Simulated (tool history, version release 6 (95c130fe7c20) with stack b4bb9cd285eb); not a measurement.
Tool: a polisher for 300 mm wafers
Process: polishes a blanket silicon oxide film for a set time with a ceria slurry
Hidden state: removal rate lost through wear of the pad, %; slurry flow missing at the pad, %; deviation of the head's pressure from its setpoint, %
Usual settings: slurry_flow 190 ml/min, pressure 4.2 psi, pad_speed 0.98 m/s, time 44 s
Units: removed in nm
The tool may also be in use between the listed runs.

run,hour,slurry_flow,pressure,pad_speed,time,wafers since the last listed run,wafers polished on this pad,hours since the slurry nozzle was cleaned,hours since the head pressure was calibrated,"incoming thickness of the incoming film, nm",removed
1,0.0,190,4.2,0.98,44,0,2168,790.0,76.7,718.4,246.2
# hour 71.8: slurry nozzle cleaned
2,72.3,190,4.2,0.98,44,692,2860,0.5,149.0,718.9,247.3
3,392.3,190,4.2,0.98,44,3107,5968,320.5,469.0,722.8,239.9
4,438.6,190,4.2,0.98,44,449,6417,366.8,515.3,727.0,238.6
5,476.0,190,4.2,0.98,44,363,6781,404.2,552.7,719.1,239.1
# hour 509.4: worn pad replaced by a new one
6,531.2,190,4.2,0.98,44,497,211,459.4,607.9,733.7,246.9
7,627.2,190,4.2,0.98,44,932,1144,555.4,703.9,719.1,243.2
8,667.7,190,4.2,0.98,44,393,1537,595.9,744.4,718.9,245.6
# hour 742.4: head pressure recalibrated
# hour 840.2: slurry nozzle cleaned
9,905.8,190,4.2,0.98,44,2283,3820,65.6,163.4,720.9,244.2
10,998.1,190,4.2,0.98,44,896,4717,157.9,255.7,720.3,243.7
11,1107.6,190,4.2,0.98,44,1063,5780,267.4,365.2,715.8,240.1
12,1183.6,175,4.2,0.98,44,738,6518,343.4,441.2,704.8,235.7
# hour 1220.2: worn pad replaced by a new one
13,1254.4,190,3.4,0.98,44,648,332,414.2,512.0,728.2,199.2
14,1318.9,190,4.2,0.98,44,626,958,478.7,576.5,713.8,247.7
15,1401.4,145,3.0,0.66,33,801,1759,561.2,659.0,710.6,91.9
16,1494.5,190,4.2,0.98,44,904,2663,654.3,752.1,729.0,246.0
# hour 1545.3: head pressure recalibrated
17,1578.5,190,3.1,0.98,51,796,3460,738.3,33.2,735.4,205.6
# hour 1629.3: slurry nozzle cleaned
18,1665.5,160,4.2,0.98,38,835,4295,36.2,120.2,722.3,204.4
19,1716.1,130,4.2,0.98,44,491,4786,86.8,170.8,727.5,228.9
20,1765.9,190,4.2,0.98,58,483,5270,136.6,220.6,720.6,312.2
21,1846.5,190,4.2,1.16,44,782,6053,217.2,301.2,707.7,275.9
# hour 2000.8: worn pad replaced by a new one
22,2024.1,190,4.2,0.98,44,1685,226,394.8,478.8,713.8,245.0
23,2106.9,170,3.8,1.30,37,804,1030,477.6,561.6,722.8,238.6
24,2180.3,190,4.2,0.98,44,712,1743,551.0,635.0,712.1,248.7
25,2241.8,190,5.3,0.98,56,597,2340,612.5,696.5,718.4,400.6
26,2283.2,145,4.2,0.98,34,402,2742,653.9,737.9,713.5,184.1
# hour 2318.9: head pressure recalibrated
27,2366.8,175,4.2,0.84,58,792,3535,737.5,47.9,727.2,277.9
28,2406.5,190,4.2,0.98,44,385,3920,777.2,87.6,720.3,243.3
# hour 2441.3: slurry nozzle cleaned
29,2483.2,245,4.2,0.76,37,735,4655,41.9,164.3,720.4,168.2
30,2563.9,245,5.0,1.10,44,783,5439,122.6,245.0,735.7,323.0
31,2606.4,190,4.2,0.98,44,412,5852,165.1,287.5,709.3,238.8
32,2666.7,135,3.4,1.10,35,585,6437,225.4,347.8,710.9,162.3
33,2746.9,190,5.7,0.98,44,778,7216,305.6,428.0,715.3,321.6
# hour 2775.0: worn pad replaced by a new one
34,2793.4,190,5.4,0.98,44,412,178,352.1,474.5,715.9,320.5
35,2894.5,250,3.4,0.70,32,981,1160,453.2,575.6,704.8,111.9
36,2984.7,190,4.2,1.32,52,876,2036,543.4,665.8,729.1,380.7
# hour 3018.3: head pressure recalibrated
37,3023.6,240,4.2,1.16,49,358,2395,582.3,5.3,725.9,324.5

4 ways to go on from here, each from the tool as it stands after run 37. What would each give?
A,3024.0,190,4.2,0.98,44,3,2398,582.7,5.7,722.0,?
B,3024.0,135,5.6,0.98,44,3,2398,582.7,5.7,722.0,?
C,3024.0,190,4.2,0.98,38,3,2398,582.7,5.7,722.0,?
D,3024.0,190,3.7,0.98,44,3,2398,582.7,5.7,722.0,?

run,removed
A,244.0
B,311.3
C,210.7
D,214.9
Without the tool's hidden state the same runs would have given:
run,removed
A,247.0
B,315.2
C,213.3
D,217.6
